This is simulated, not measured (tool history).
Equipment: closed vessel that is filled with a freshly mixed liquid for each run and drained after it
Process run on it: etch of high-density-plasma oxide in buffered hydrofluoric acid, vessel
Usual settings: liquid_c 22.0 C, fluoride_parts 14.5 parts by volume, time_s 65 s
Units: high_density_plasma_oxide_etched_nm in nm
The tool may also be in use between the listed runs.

| run | hour | liquid_c | fluoride_parts | time_s | read-back film thickness of the high-density-plasma oxide reference wafer, read on the same gauge (nm) | high_density_plasma_oxide_etched_nm |
|---|---|---|---|---|---|---|
| 1 | 0.0 | 22.0 | 14.5 | 65 | 90.04 | 57.25 |
| 2 | 47.5 | 22.0 | 14.5 | 65 | 90.02 | 57.49 |
| 3 | 189.6 | 22.0 | 14.5 | 65 | 89.85 | 57.46 |
| 4 | 275.0 | 22.0 | 14.5 | 65 | 89.76 | 57.16 |
| 5 | 371.8 | 22.0 | 14.5 | 80 | 89.54 | 70.28 |
| 6 | 427.1 | 22.0 | 14.5 | 80 | 89.43 | 70.10 |
| 7 | 470.8 | 23.5 | 14.5 | 65 | 89.39 | 61.69 |
|  | 774.3 | thermometer replaced |
| 8 | 776.0 | 23.5 | 14.5 | 65 | 88.50 | 60.69 |
| 9 | 815.6 | 22.0 | 18.5 | 95 | 88.40 | 64.65 |
| 10 | 867.1 | 22.0 | 12.0 | 65 | 88.20 | 67.12 |
| 11 | 911.9 | 22.0 | 12.0 | 65 | 88.07 | 67.41 |
| 12 | 1006.0 | 22.0 | 12.0 | 65 | 87.71 | 67.09 |
| 13 | 1045.0 | 22.0 | 14.5 | 65 | 87.64 | 55.58 |
| 14 | 1114.8 | 24.5 | 14.5 | 65 | 87.33 | 63.92 |
| 15 | 1151.0 | 22.0 | 14.5 | 65 | 87.14 | 54.89 |
| 16 | 1238.4 | 18.0 | 10.5 | 65 | 86.77 | 61.22 |
|  | 1261.1 | gauge calibrated |
| 17 | 1301.0 | 22.0 | 14.5 | 35 | 90.47 | 31.17 |
|  | 1353.8 | hydrofluoric acid flow meter replaced |
| 18 | 1388.7 | 27.0 | 19.5 | 75 | 90.41 | 65.23 |
| 19 | 1459.0 | 22.0 | 14.5 | 40 | 90.39 | 35.22 |
| 20 | 1543.4 | 26.0 | 14.5 | 85 | 90.29 | 93.79 |
| 21 | 1649.6 | 17.5 | 9.0 | 75 | 90.20 | 78.69 |
| 22 | 1757.5 | 24.0 | 14.5 | 50 | 90.04 | 49.15 |
|  | 1816.4 | thermometer replaced |
| 23 | 1826.9 | 20.5 | 14.5 | 35 | 89.92 | 28.17 |
| 24 | 1889.1 | 22.0 | 14.5 | 65 | 89.80 | 57.61 |
| 25 | 1940.7 | 22.0 | 18.0 | 65 | 89.73 | 46.06 |
| 26 | 2023.9 | 22.0 | 11.0 | 65 | 89.55 | 74.08 |
| 27 | 2104.4 | 26.0 | 14.5 | 85 | 89.32 | 91.89 |
| 28 | 2162.7 | 22.0 | 14.5 | 80 | 89.17 | 70.11 |
| 29 | 2229.8 | 22.0 | 14.5 | 100 | 88.96 | 87.30 |
| 30 | 2317.5 | 20.0 | 13.0 | 65 | 88.68 | 56.83 |

Table of differences, measured result less the result of that run with no hidden state. Run-to-run variation is the same in both. Gauge scatter possibly is not:
Unlogged tool condition in this case: liquid colder than its thermometer reads (K); hydrofluoric acid flow above the setpoint (%); gauge reads high (%).
| run | high_density_plasma_oxide_etched_nm |
|---|---|
| 1 | +0.04 |
| 2 | +0.02 |
| 3 | -0.08 |
| 4 | -0.16 |
| 5 | -0.33 |
| 6 | -0.42 |
| 7 | -0.43 |
| 8 | -1.00 |
| 9 | -1.16 |
| 10 | -1.33 |
| 11 | -1.46 |
| 12 | -1.74 |
| 13 | -1.54 |
| 14 | -1.99 |
| 15 | -1.81 |
| 16 | -2.30 |
| 17 | +0.15 |
| 18 | +0.30 |
| 19 | +0.15 |
| 20 | +0.33 |
| 21 | +0.18 |
| 22 | +0.03 |
| 23 | -0.02 |
| 24 | -0.11 |
| 25 | -0.15 |
| 26 | -0.40 |
| 27 | -0.70 |
| 28 | -0.66 |
| 29 | -1.02 |
| 30 | -0.85 |
